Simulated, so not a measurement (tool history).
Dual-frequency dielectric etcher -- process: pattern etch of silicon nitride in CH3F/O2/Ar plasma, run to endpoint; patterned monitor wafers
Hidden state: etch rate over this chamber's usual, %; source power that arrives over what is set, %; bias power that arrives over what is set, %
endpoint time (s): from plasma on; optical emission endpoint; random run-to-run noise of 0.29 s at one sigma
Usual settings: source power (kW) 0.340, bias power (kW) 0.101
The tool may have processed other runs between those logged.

run	hour	source power (kW)	bias power (kW)	wafers since the last listed run	hours since the last wet clean	hours since the last source power generator calibration	hours since the last bias power generator calibration	hours since the last upper electrode change	incoming incoming film thickness, nm	endpoint time (s)
1	0.0	0.340	0.101	0	264.6	3520.6	1965.7	3526.0	49.28	62.4
2	9.7	0.340	0.101	98	274.3	3530.3	1975.4	3535.7	49.83	62.9
3	23.8	0.340	0.101	143	288.4	3544.4	1989.5	3549.8	48.93	61.3
4	35.4	0.340	0.101	117	300.0	3556.0	2001.1	3561.4	49.83	62.3
5	44.8	0.340	0.101	95	309.4	3565.4	2010.5	3570.8	49.31	62.0
# hour 70.2: wet clean of the chamber
# hour 70.5: upper electrode replaced
6	71.0	0.340	0.087	18	0.8	3591.6	2036.7	0.5	49.07	66.2
7	73.8	0.340	0.101	28	3.6	3594.4	2039.5	3.3	49.25	63.7
8	90.7	0.340	0.101	171	20.5	3611.3	2056.4	20.2	48.61	63.0
9	98.5	0.360	0.111	79	28.3	3619.1	2064.2	28.0	48.73	60.9
# hour 109.4: bias power generator calibrated
# hour 115.1: source power generator calibrated
10	115.6	0.280	0.101	92	45.4	0.5	6.2	45.1	49.36	67.5
11	118.3	0.340	0.101	27	48.1	3.2	8.9	47.8	48.73	62.9
12	129.4	0.390	0.091	112	59.2	14.3	20.0	58.9	49.05	62.3
13	139.9	0.280	0.117	106	69.7	24.8	30.5	69.4	49.29	63.9
14	154.0	0.370	0.111	143	83.8	38.9	44.6	83.5	49.59	59.9

Here are 3 independent what-if runs from the current tool condition. What would each one return?
A	154.4	0.380	0.101	4	84.2	39.3	45.0	83.9	48.88	?
B	154.4	0.340	0.125	4	84.2	39.3	45.0	83.9	48.88	?
C	154.4	0.290	0.091	4	84.2	39.3	45.0	83.9	48.88	?

run	endpoint time (s)
A	61.0
B	59.2
C	67.3
With no hidden state in the tool, these same runs would have given:
run	endpoint time (s)
A	62.2
B	60.3
C	68.7
